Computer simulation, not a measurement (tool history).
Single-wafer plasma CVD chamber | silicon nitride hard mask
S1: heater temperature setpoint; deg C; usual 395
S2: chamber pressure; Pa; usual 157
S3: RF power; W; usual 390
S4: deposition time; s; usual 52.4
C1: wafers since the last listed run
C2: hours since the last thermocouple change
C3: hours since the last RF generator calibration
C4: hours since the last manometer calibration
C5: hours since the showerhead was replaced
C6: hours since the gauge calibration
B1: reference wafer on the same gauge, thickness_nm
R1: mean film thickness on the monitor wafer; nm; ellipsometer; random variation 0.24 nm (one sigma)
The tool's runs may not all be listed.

{"run": 1, "hour": 0.0, "S1": 389, "S2": 157, "S3": 390, "S4": 52.4, "C1": 0, "C2": 994.9, "C3": 1016.1, "C4": 1890.5, "C5": 6440.0, "C6": 253.4, "B1": 67.49, "R1": 65.151}
{"run": 2, "hour": 25.9, "S1": 389, "S2": 157, "S3": 390, "S4": 52.4, "C1": 468, "C2": 1020.8, "C3": 1042.0, "C4": 1916.4, "C5": 6465.9, "C6": 279.3, "B1": 67.504, "R1": 64.668}
{"run": 3, "hour": 55.4, "S1": 395, "S2": 157, "S3": 390, "S4": 52.4, "C1": 533, "C2": 1050.3, "C3": 1071.5, "C4": 1945.9, "C5": 6495.4, "C6": 308.8, "B1": 67.504, "R1": 65.012}
{"run": 4, "hour": 68.2, "S1": 395, "S2": 157, "S3": 390, "S4": 52.4, "C1": 231, "C2": 1063.1, "C3": 1084.3, "C4": 1958.7, "C5": 6508.2, "C6": 321.6, "B1": 67.556, "R1": 65.054}
{"run": 5, "hour": 95.9, "S1": 395, "S2": 157, "S3": 390, "S4": 46.2, "C1": 501, "C2": 1090.8, "C3": 1112.0, "C4": 1986.4, "C5": 6535.9, "C6": 349.3, "B1": 67.526, "R1": 57.009}
{"run": 6, "hour": 116.1, "S1": 395, "S2": 157, "S3": 390, "S4": 46.2, "C1": 365, "C2": 1111.0, "C3": 1132.2, "C4": 2006.6, "C5": 6556.1, "C6": 369.5, "B1": 67.498, "R1": 57.23}
{"run": 7, "hour": 148.0, "S1": 395, "S2": 157, "S3": 390, "S4": 49.9, "C1": 577, "C2": 1142.9, "C3": 1164.1, "C4": 2038.5, "C5": 6588.0, "C6": 401.4, "B1": 67.534, "R1": 61.849}
{"run": 8, "hour": 182.1, "S1": 395, "S2": 157, "S3": 390, "S4": 49.9, "C1": 617, "C2": 1177.0, "C3": 1198.2, "C4": 2072.6, "C5": 6622.1, "C6": 435.5, "B1": 67.472, "R1": 61.769}
{"run": 9, "hour": 208.6, "S1": 395, "S2": 157, "S3": 390, "S4": 52.4, "C1": 479, "C2": 1203.5, "C3": 1224.7, "C4": 2099.1, "C5": 6648.6, "C6": 462.0, "B1": 67.519, "R1": 64.822}
{"run": 10, "hour": 225.3, "S1": 395, "S2": 157, "S3": 390, "S4": 52.4, "C1": 302, "C2": 1220.2, "C3": 1241.4, "C4": 2115.8, "C5": 6665.3, "C6": 478.7, "B1": 67.504, "R1": 64.338}
{"run": 11, "hour": 243.6, "S1": 402, "S2": 157, "S3": 390, "S4": 52.4, "C1": 331, "C2": 1238.5, "C3": 1259.7, "C4": 2134.1, "C5": 6683.6, "C6": 497.0, "B1": 67.508, "R1": 64.984}
{"run": 12, "hour": 261.0, "S1": 386, "S2": 157, "S3": 390, "S4": 52.4, "C1": 314, "C2": 1255.9, "C3": 1277.1, "C4": 2151.5, "C5": 6701.0, "C6": 514.4, "B1": 67.461, "R1": 65.596}
{"run": 13, "hour": 290.1, "S1": 388, "S2": 157, "S3": 390, "S4": 52.4, "C1": 526, "C2": 1285.0, "C3": 1306.2, "C4": 2180.6, "C5": 6730.1, "C6": 543.5, "B1": 67.488, "R1": 65.004}
{"hour": 314.4, "done": "capacitance manometer re-zeroed and calibrated"}
{"hour": 326.2, "done": "showerhead replaced"}
{"run": 14, "hour": 376.0, "S1": 407, "S2": 157, "S3": 390, "S4": 52.4, "C1": 1265, "C2": 1370.9, "C3": 1392.1, "C4": 61.6, "C5": 49.8, "C6": 629.4, "B1": 67.467, "R1": 64.893}
{"hour": 384.6, "done": "thermocouple changed; heater temperature recalibrated"}
{"run": 15, "hour": 398.0, "S1": 395, "S2": 193, "S3": 390, "S4": 52.4, "C1": 253, "C2": 13.4, "C3": 1414.1, "C4": 83.6, "C5": 71.8, "C6": 651.4, "B1": 67.453, "R1": 67.936}
{"run": 16, "hour": 415.0, "S1": 406, "S2": 188, "S3": 460, "S4": 55.4, "C1": 307, "C2": 30.4, "C3": 1431.1, "C4": 100.6, "C5": 88.8, "C6": 668.4, "B1": 67.464, "R1": 78.481}
{"run": 17, "hour": 429.4, "S1": 391, "S2": 145, "S3": 390, "S4": 52.4, "C1": 260, "C2": 44.8, "C3": 1445.5, "C4": 115.0, "C5": 103.2, "C6": 682.8, "B1": 67.524, "R1": 63.476}
{"run": 18, "hour": 458.9, "S1": 395, "S2": 172, "S3": 340, "S4": 45.3, "C1": 533, "C2": 74.3, "C3": 1475.0, "C4": 144.5, "C5": 132.7, "C6": 712.3, "B1": 67.534, "R1": 51.749}
{"hour": 473.4, "done": "gauge calibrated"}
{"hour": 491.6, "done": "RF generator calibrated"}
{"run": 19, "hour": 492.1, "S1": 389, "S2": 157, "S3": 390, "S4": 52.4, "C1": 456, "C2": 107.5, "C3": 0.5, "C4": 177.7, "C5": 165.9, "C6": 18.7, "B1": 67.51, "R1": 64.822}
{"run": 20, "hour": 515.6, "S1": 400, "S2": 189, "S3": 360, "S4": 47.5, "C1": 425, "C2": 131.0, "C3": 24.0, "C4": 201.2, "C5": 189.4, "C6": 42.2, "B1": 67.41, "R1": 57.733}
{"run": 21, "hour": 535.4, "S1": 395, "S2": 157, "S3": 390, "S4": 62.8, "C1": 358, "C2": 150.8, "C3": 43.8, "C4": 221.0, "C5": 209.2, "C6": 62.0, "B1": 67.533, "R1": 77.801}
{"run": 22, "hour": 554.7, "S1": 395, "S2": 157, "S3": 390, "S4": 52.4, "C1": 349, "C2": 170.1, "C3": 63.1, "C4": 240.3, "C5": 228.5, "C6": 81.3, "B1": 67.525, "R1": 65.041}
{"run": 23, "hour": 573.2, "S1": 395, "S2": 157, "S3": 390, "S4": 58.5, "C1": 334, "C2": 188.6, "C3": 81.6, "C4": 258.8, "C5": 247.0, "C6": 99.8, "B1": 67.48, "R1": 72.328}
{"run": 24, "hour": 587.4, "S1": 395, "S2": 157, "S3": 390, "S4": 46.7, "C1": 257, "C2": 202.8, "C3": 95.8, "C4": 273.0, "C5": 261.2, "C6": 114.0, "B1": 67.534, "R1": 57.824}
{"run": 25, "hour": 620.5, "S1": 404, "S2": 189, "S3": 390, "S4": 52.4, "C1": 599, "C2": 235.9, "C3": 128.9, "C4": 306.1, "C5": 294.3, "C6": 147.1, "B1": 67.559, "R1": 66.908}
{"run": 26, "hour": 632.7, "S1": 386, "S2": 177, "S3": 315, "S4": 60.4, "C1": 220, "C2": 248.1, "C3": 141.1, "C4": 318.3, "C5": 306.5, "C6": 159.3, "B1": 67.495, "R1": 65.412}
{"run": 27, "hour": 649.0, "S1": 403, "S2": 157, "S3": 460, "S4": 59.3, "C1": 295, "C2": 264.4, "C3": 157.4, "C4": 334.6, "C5": 322.8, "C6": 175.6, "B1": 67.475, "R1": 81.798}
{"run": 28, "hour": 679.1, "S1": 389, "S2": 157, "S3": 390, "S4": 52.4, "C1": 544, "C2": 294.5, "C3": 187.5, "C4": 364.7, "C5": 352.9, "C6": 205.7, "B1": 67.559, "R1": 64.983}
{"run": 29, "hour": 694.3, "S1": 403, "S2": 157, "S3": 390, "S4": 52.4, "C1": 275, "C2": 309.7, "C3": 202.7, "C4": 379.9, "C5": 368.1, "C6": 220.9, "B1": 67.503, "R1": 64.581}

The tool's hidden state at each run:
wafer temperature above the value expected at the setpoint (K): 0 in every run
delivered RF power above the setpoint (%): 0 in every run
true pressure above the setpoint (%): 0 in every run
gauge reads high (%): 0 in every run
